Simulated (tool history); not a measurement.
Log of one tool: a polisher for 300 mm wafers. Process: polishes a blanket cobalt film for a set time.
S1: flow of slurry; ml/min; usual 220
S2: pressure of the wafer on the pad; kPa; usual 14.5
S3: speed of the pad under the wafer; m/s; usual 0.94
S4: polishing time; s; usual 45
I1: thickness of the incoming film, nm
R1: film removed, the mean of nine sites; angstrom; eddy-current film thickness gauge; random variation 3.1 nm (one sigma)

| run | hour | S1 | S2 | S3 | S4 | I1 | R1 |
|---|---|---|---|---|---|---|---|
| 1 | 0.0 | 220 | 14.5 | 1.08 | 45 | 641.6 | 2604 |
|  | 20.1 | worn pad replaced by a new one |
| 2 | 36.5 | 220 | 14.5 | 1.08 | 45 | 632.0 | 2873 |
| 3 | 137.4 | 220 | 14.5 | 0.94 | 45 | 639.7 | 2399 |
| 4 | 202.7 | 220 | 14.5 | 1.10 | 45 | 649.7 | 2769 |
| 5 | 255.1 | 220 | 14.5 | 1.10 | 45 | 638.2 | 2758 |
|  | 267.2 | worn pad replaced by a new one |
| 6 | 308.0 | 220 | 14.5 | 0.94 | 51 | 633.6 | 2806 |
| 7 | 377.6 | 220 | 14.5 | 0.94 | 51 | 642.4 | 2645 |
|  | 457.2 | head pressure recalibrated |
|  | 478.8 | worn pad replaced by a new one |
| 8 | 509.9 | 220 | 14.5 | 0.94 | 51 | 640.1 | 2803 |
| 9 | 551.5 | 220 | 14.5 | 0.94 | 45 | 642.2 | 2366 |
| 10 | 596.8 | 220 | 14.5 | 0.94 | 45 | 644.1 | 2355 |
| 11 | 641.8 | 170 | 14.5 | 0.94 | 45 | 639.9 | 2227 |
| 12 | 707.8 | 220 | 17.9 | 0.94 | 45 | 638.8 | 2880 |
| 13 | 733.1 | 220 | 13.1 | 0.78 | 38 | 645.5 | 1461 |
|  | 740.9 | worn pad replaced by a new one |
| 14 | 786.3 | 220 | 16.5 | 0.78 | 58 | 633.1 | 2911 |
| 15 | 830.1 | 165 | 16.5 | 1.04 | 45 | 638.9 | 2857 |
|  | 870.2 | slurry nozzle cleaned |
| 16 | 890.2 | 190 | 16.5 | 1.10 | 52 | 646.7 | 3500 |
| 17 | 950.5 | 220 | 14.5 | 0.72 | 41 | 648.3 | 1633 |
|  | 963.1 | worn pad replaced by a new one |
| 18 | 1007.3 | 220 | 14.5 | 0.94 | 45 | 629.6 | 2465 |
| 19 | 1074.3 | 155 | 14.5 | 0.94 | 45 | 628.7 | 2237 |
| 20 | 1101.6 | 220 | 14.5 | 0.94 | 45 | 634.0 | 2383 |
| 21 | 1132.1 | 220 | 13.1 | 0.94 | 45 | 634.6 | 2111 |
| 22 | 1156.2 | 220 | 12.4 | 0.94 | 45 | 637.8 | 1968 |
|  | 1173.9 | worn pad replaced by a new one |
| 23 | 1225.6 | 220 | 14.5 | 0.94 | 45 | 631.8 | 2416 |

Some steps in R1 between neighbouring runs. How much of each would the tool show without its hidden state too (settings, what came in, random variation), and how much is left for the hidden state, with any gauge scatter that isn't in both results?
The hidden state here: removal rate lost through wear of the pad, %; slurry flow missing at the pad, %; deviation of the head's pressure from its setpoint, %.
Run 1 -> 2: worn pad replaced by a new one. R1 +269 angstrom: hidden state +220, all else +49.
Run 13 -> 14: S2 13.1 -> 16.5, S4 38 -> 58, worn pad replaced by a new one. R1 +1450 angstrom: hidden state -18, all else +1468.
Run 16 -> 17: S1 190 -> 220, S2 16.5 -> 14.5, S3 1.10 -> 0.72, S4 52 -> 41. R1 -1867 angstrom: hidden state +173, all else -2040.
